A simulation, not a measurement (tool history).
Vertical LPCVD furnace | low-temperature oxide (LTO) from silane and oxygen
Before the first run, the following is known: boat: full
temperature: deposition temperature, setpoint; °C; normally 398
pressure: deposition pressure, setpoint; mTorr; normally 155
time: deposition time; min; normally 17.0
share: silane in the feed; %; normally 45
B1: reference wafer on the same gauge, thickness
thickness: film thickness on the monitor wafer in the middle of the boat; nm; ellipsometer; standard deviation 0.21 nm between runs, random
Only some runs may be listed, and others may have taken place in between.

{"run": 1, "hour": 0.0, "temperature": 407, "pressure": 145, "time": 17.0, "share": 45, "B1": 119.97, "thickness": 134.39}
{"run": 2, "hour": 30.6, "temperature": 407, "pressure": 145, "time": 17.0, "share": 45, "B1": 120.01, "thickness": 134.46}
{"run": 3, "hour": 51.9, "temperature": 407, "pressure": 145, "time": 17.0, "share": 45, "B1": 119.95, "thickness": 134.28}
{"run": 4, "hour": 84.4, "temperature": 398, "pressure": 155, "time": 17.0, "share": 45, "B1": 119.98, "thickness": 130.03}
{"run": 5, "hour": 114.0, "temperature": 398, "pressure": 155, "time": 17.0, "share": 45, "B1": 120.0, "thickness": 129.86}
{"run": 6, "hour": 133.0, "temperature": 398, "pressure": 155, "time": 17.0, "share": 45, "B1": 120.05, "thickness": 130.0}
{"run": 7, "hour": 151.0, "temperature": 398, "pressure": 155, "time": 17.0, "share": 45, "B1": 120.04, "thickness": 130.29}
{"run": 8, "hour": 168.2, "temperature": 398, "pressure": 155, "time": 17.0, "share": 45, "B1": 119.97, "thickness": 130.0}
{"run": 9, "hour": 196.6, "temperature": 398, "pressure": 155, "time": 17.0, "share": 47, "B1": 119.96, "thickness": 136.17}
{"run": 10, "hour": 214.6, "temperature": 398, "pressure": 155, "time": 14.0, "share": 42, "B1": 120.02, "thickness": 98.87}
{"run": 11, "hour": 249.7, "temperature": 398, "pressure": 155, "time": 17.0, "share": 45, "B1": 119.95, "thickness": 129.65}
{"run": 12, "hour": 275.6, "temperature": 398, "pressure": 155, "time": 17.0, "share": 45, "B1": 119.96, "thickness": 129.89}
{"run": 13, "hour": 287.9, "temperature": 398, "pressure": 155, "time": 17.0, "share": 45, "B1": 119.96, "thickness": 129.84}
{"run": 14, "hour": 303.2, "temperature": 398, "pressure": 130, "time": 17.0, "share": 45, "B1": 119.97, "thickness": 110.19}
{"run": 15, "hour": 327.9, "temperature": 398, "pressure": 155, "time": 17.0, "share": 50, "B1": 120.0, "thickness": 145.03}
{"hour": 330.9, "done": "gauge calibrated"}
{"hour": 366.3, "done": "pressure gauge zeroed"}
{"hour": 388.8, "done": "silane flow controller replaced"}
{"run": 16, "hour": 389.3, "temperature": 391, "pressure": 155, "time": 11.5, "share": 45, "B1": 120.03, "thickness": 81.64}
{"run": 17, "hour": 394.2, "temperature": 391, "pressure": 155, "time": 11.5, "share": 45, "B1": 119.98, "thickness": 81.96}
{"run": 18, "hour": 400.7, "temperature": 401, "pressure": 175, "time": 17.0, "share": 45, "B1": 120.02, "thickness": 152.29}
{"hour": 482.6, "done": "thermocouples replaced and temperature profile calibrated"}
{"run": 19, "hour": 507.8, "temperature": 398, "pressure": 155, "time": 17.0, "share": 45, "B1": 120.03, "thickness": 130.65}
{"run": 20, "hour": 534.3, "temperature": 398, "pressure": 155, "time": 17.0, "share": 45, "B1": 120.05, "thickness": 130.76}
{"run": 21, "hour": 597.1, "temperature": 398, "pressure": 190, "time": 11.0, "share": 45, "B1": 120.03, "thickness": 104.02}
{"run": 22, "hour": 621.3, "temperature": 398, "pressure": 155, "time": 17.0, "share": 45, "B1": 120.01, "thickness": 130.8}
{"run": 23, "hour": 637.6, "temperature": 398, "pressure": 155, "time": 21.5, "share": 45, "B1": 120.07, "thickness": 165.71}
{"run": 24, "hour": 684.4, "temperature": 398, "pressure": 125, "time": 17.0, "share": 45, "B1": 120.0, "thickness": 106.15}
{"run": 25, "hour": 703.4, "temperature": 398, "pressure": 155, "time": 17.0, "share": 45, "B1": 120.0, "thickness": 131.47}
{"run": 26, "hour": 725.0, "temperature": 392, "pressure": 155, "time": 17.0, "share": 50, "B1": 120.03, "thickness": 136.35}
{"run": 27, "hour": 744.7, "temperature": 398, "pressure": 155, "time": 17.0, "share": 45, "B1": 119.99, "thickness": 131.19}

For run 28, what comes out?
{"run": 28, "hour": 764.1, "temperature": 404, "pressure": 140, "time": 13.5, "share": 45, "B1": "?", "thickness": "?"}

Run 28 produced B1 120.01, thickness 100.62 nm.
Without the tool's hidden state the same run would have given thickness 99.68 nm.
